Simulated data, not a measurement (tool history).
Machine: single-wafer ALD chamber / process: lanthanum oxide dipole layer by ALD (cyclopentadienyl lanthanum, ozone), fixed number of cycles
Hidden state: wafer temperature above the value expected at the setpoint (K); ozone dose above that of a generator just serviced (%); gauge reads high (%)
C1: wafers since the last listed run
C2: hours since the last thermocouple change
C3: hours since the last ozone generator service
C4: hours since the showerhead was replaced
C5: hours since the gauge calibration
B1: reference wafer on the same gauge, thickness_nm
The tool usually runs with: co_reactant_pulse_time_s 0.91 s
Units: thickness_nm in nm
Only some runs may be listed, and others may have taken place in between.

{"run": 1, "hour": 0.0, "co_reactant_pulse_time_s": 0.91, "C1": 0, "C2": 1965.3, "C3": 155.5, "C4": 4477.1, "C5": 550.5, "B1": 0.528, "thickness_nm": 0.492}
{"run": 2, "hour": 30.5, "co_reactant_pulse_time_s": 0.91, "C1": 391, "C2": 1995.8, "C3": 186.0, "C4": 4507.6, "C5": 581.0, "B1": 0.528, "thickness_nm": 0.49}
{"run": 3, "hour": 61.8, "co_reactant_pulse_time_s": 0.91, "C1": 402, "C2": 2027.1, "C3": 217.3, "C4": 4538.9, "C5": 612.3, "B1": 0.528, "thickness_nm": 0.487}
{"run": 4, "hour": 105.6, "co_reactant_pulse_time_s": 0.91, "C1": 562, "C2": 2070.9, "C3": 261.1, "C4": 4582.7, "C5": 656.1, "B1": 0.528, "thickness_nm": 0.487}
{"run": 5, "hour": 154.9, "co_reactant_pulse_time_s": 0.91, "C1": 633, "C2": 2120.2, "C3": 310.4, "C4": 4632.0, "C5": 705.4, "B1": 0.528, "thickness_nm": 0.484}
{"run": 6, "hour": 207.5, "co_reactant_pulse_time_s": 0.91, "C1": 675, "C2": 2172.8, "C3": 363.0, "C4": 4684.6, "C5": 758.0, "B1": 0.527, "thickness_nm": 0.489}
{"run": 7, "hour": 249.9, "co_reactant_pulse_time_s": 1.16, "C1": 544, "C2": 2215.2, "C3": 405.4, "C4": 4727.0, "C5": 800.4, "B1": 0.527, "thickness_nm": 0.535}
{"run": 8, "hour": 313.6, "co_reactant_pulse_time_s": 0.91, "C1": 818, "C2": 2278.9, "C3": 469.1, "C4": 4790.7, "C5": 864.1, "B1": 0.528, "thickness_nm": 0.489}
{"run": 9, "hour": 376.6, "co_reactant_pulse_time_s": 0.91, "C1": 809, "C2": 2341.9, "C3": 532.1, "C4": 4853.7, "C5": 927.1, "B1": 0.528, "thickness_nm": 0.479}
{"run": 10, "hour": 420.1, "co_reactant_pulse_time_s": 0.91, "C1": 559, "C2": 2385.4, "C3": 575.6, "C4": 4897.2, "C5": 970.6, "B1": 0.529, "thickness_nm": 0.482}
{"run": 11, "hour": 451.8, "co_reactant_pulse_time_s": 0.91, "C1": 407, "C2": 2417.1, "C3": 607.3, "C4": 4928.9, "C5": 1002.3, "B1": 0.528, "thickness_nm": 0.481}
{"hour": 479.1, "done": "ozone generator serviced"}
{"run": 12, "hour": 497.7, "co_reactant_pulse_time_s": 0.91, "C1": 487, "C2": 2463.0, "C3": 18.6, "C4": 4974.8, "C5": 1048.2, "B1": 0.529, "thickness_nm": 0.504}
{"run": 13, "hour": 528.7, "co_reactant_pulse_time_s": 0.91, "C1": 398, "C2": 2494.0, "C3": 49.6, "C4": 5005.8, "C5": 1079.2, "B1": 0.529, "thickness_nm": 0.5}
{"run": 14, "hour": 557.1, "co_reactant_pulse_time_s": 0.91, "C1": 364, "C2": 2522.4, "C3": 78.0, "C4": 5034.2, "C5": 1107.6, "B1": 0.528, "thickness_nm": 0.493}
{"run": 15, "hour": 615.8, "co_reactant_pulse_time_s": 0.65, "C1": 754, "C2": 2581.1, "C3": 136.7, "C4": 5092.9, "C5": 1166.3, "B1": 0.528, "thickness_nm": 0.404}
{"run": 16, "hour": 675.4, "co_reactant_pulse_time_s": 1.21, "C1": 765, "C2": 2640.7, "C3": 196.3, "C4": 5152.5, "C5": 1225.9, "B1": 0.528, "thickness_nm": 0.545}
{"run": 17, "hour": 734.0, "co_reactant_pulse_time_s": 0.91, "C1": 753, "C2": 2699.3, "C3": 254.9, "C4": 5211.1, "C5": 1284.5, "B1": 0.527, "thickness_nm": 0.489}
{"hour": 749.2, "done": "gauge calibrated"}
{"run": 18, "hour": 776.6, "co_reactant_pulse_time_s": 0.91, "C1": 547, "C2": 2741.9, "C3": 297.5, "C4": 5253.7, "C5": 27.4, "B1": 0.529, "thickness_nm": 0.49}
{"hour": 816.0, "done": "showerhead replaced"}
{"run": 19, "hour": 836.5, "co_reactant_pulse_time_s": 1.01, "C1": 666, "C2": 2801.8, "C3": 357.4, "C4": 20.5, "C5": 87.3, "B1": 0.528, "thickness_nm": 0.502}
{"run": 20, "hour": 900.1, "co_reactant_pulse_time_s": 0.57, "C1": 817, "C2": 2865.4, "C3": 421.0, "C4": 84.1, "C5": 150.9, "B1": 0.528, "thickness_nm": 0.353}
{"run": 21, "hour": 971.1, "co_reactant_pulse_time_s": 0.91, "C1": 912, "C2": 2936.4, "C3": 492.0, "C4": 155.1, "C5": 221.9, "B1": 0.528, "thickness_nm": 0.483}
{"run": 22, "hour": 1017.0, "co_reactant_pulse_time_s": 0.67, "C1": 589, "C2": 2982.3, "C3": 537.9, "C4": 201.0, "C5": 267.8, "B1": 0.527, "thickness_nm": 0.401}
{"hour": 1026.5, "done": "ozone generator serviced"}
{"run": 23, "hour": 1055.0, "co_reactant_pulse_time_s": 1.19, "C1": 385, "C2": 3020.3, "C3": 28.5, "C4": 239.0, "C5": 305.8, "B1": 0.527, "thickness_nm": 0.552}
{"run": 24, "hour": 1104.9, "co_reactant_pulse_time_s": 0.72, "C1": 641, "C2": 3070.2, "C3": 78.4, "C4": 288.9, "C5": 355.7, "B1": 0.528, "thickness_nm": 0.435}
{"run": 25, "hour": 1168.4, "co_reactant_pulse_time_s": 0.91, "C1": 816, "C2": 3133.7, "C3": 141.9, "C4": 352.4, "C5": 419.2, "B1": 0.528, "thickness_nm": 0.496}
{"hour": 1202.3, "done": "thermocouple changed; heater temperature recalibrated"}
{"run": 26, "hour": 1232.6, "co_reactant_pulse_time_s": 0.63, "C1": 722, "C2": 30.3, "C3": 206.1, "C4": 416.6, "C5": 483.4, "B1": 0.528, "thickness_nm": 0.39}
{"run": 27, "hour": 1271.4, "co_reactant_pulse_time_s": 0.91, "C1": 498, "C2": 69.1, "C3": 244.9, "C4": 455.4, "C5": 522.2, "B1": 0.527, "thickness_nm": 0.485}
{"run": 28, "hour": 1298.6, "co_reactant_pulse_time_s": 0.77, "C1": 349, "C2": 96.3, "C3": 272.1, "C4": 482.6, "C5": 549.4, "B1": 0.528, "thickness_nm": 0.443}
{"run": 29, "hour": 1365.4, "co_reactant_pulse_time_s": 0.91, "C1": 858, "C2": 163.1, "C3": 338.9, "C4": 549.4, "C5": 616.2, "B1": 0.528, "thickness_nm": 0.486}
{"run": 30, "hour": 1416.6, "co_reactant_pulse_time_s": 1.02, "C1": 657, "C2": 214.3, "C3": 390.1, "C4": 600.6, "C5": 667.4, "B1": 0.528, "thickness_nm": 0.506}
{"run": 31, "hour": 1476.9, "co_reactant_pulse_time_s": 1.25, "C1": 774, "C2": 274.6, "C3": 450.4, "C4": 660.9, "C5": 727.7, "B1": 0.528, "thickness_nm": 0.544}
{"run": 32, "hour": 1508.9, "co_reactant_pulse_time_s": 0.91, "C1": 411, "C2": 306.6, "C3": 482.4, "C4": 692.9, "C5": 759.7, "B1": 0.529, "thickness_nm": 0.484}
{"run": 33, "hour": 1560.8, "co_reactant_pulse_time_s": 0.61, "C1": 666, "C2": 358.5, "C3": 534.3, "C4": 744.8, "C5": 811.6, "B1": 0.528, "thickness_nm": 0.374}
{"hour": 1581.0, "done": "ozone generator serviced"}
{"run": 34, "hour": 1595.8, "co_reactant_pulse_time_s": 0.69, "C1": 346, "C2": 393.5, "C3": 14.8, "C4": 779.8, "C5": 846.6, "B1": 0.527, "thickness_nm": 0.433}

Describe how what the log doesn't record of the tool's condition differs between the last listed run preceding each entry between runs and the first listed run following it.
From run 11 to run 12: ozone generator serviced (hour 479.1)
  ozone dose above that of a generator just serviced (%): -9.75 -> -1.01
  measured result minus the result with no hidden state, thickness_nm: -0.023 -> -0.002 nm
From run 17 to run 18: gauge calibrated (hour 749.2)
  ozone dose above that of a generator just serviced (%): -7.27 -> -7.82
  measured result minus the result with no hidden state, thickness_nm: -0.017 -> -0.019 nm
From run 18 to run 19: showerhead replaced (hour 816.0)
  ozone dose above that of a generator just serviced (%): -7.82 -> -8.42
  measured result minus the result with no hidden state, thickness_nm: -0.019 -> -0.018 nm
From run 22 to run 23: ozone generator serviced (hour 1026.5)
  ozone dose above that of a generator just serviced (%): -9.47 -> -2.51
  measured result minus the result with no hidden state, thickness_nm: -0.027 -> -0.004 nm
From run 25 to run 26: thermocouple changed; heater temperature recalibrated (hour 1202.3)
  ozone dose above that of a generator just serviced (%): -6.21 -> -7.56
  measured result minus the result with no hidden state, thickness_nm: -0.014 -> -0.022 nm
From run 33 to run 34: ozone generator serviced (hour 1581.0)
  ozone dose above that of a generator just serviced (%): -10.5 -> -1.74
  measured result minus the result with no hidden state, thickness_nm: -0.031 -> -0.005 nm

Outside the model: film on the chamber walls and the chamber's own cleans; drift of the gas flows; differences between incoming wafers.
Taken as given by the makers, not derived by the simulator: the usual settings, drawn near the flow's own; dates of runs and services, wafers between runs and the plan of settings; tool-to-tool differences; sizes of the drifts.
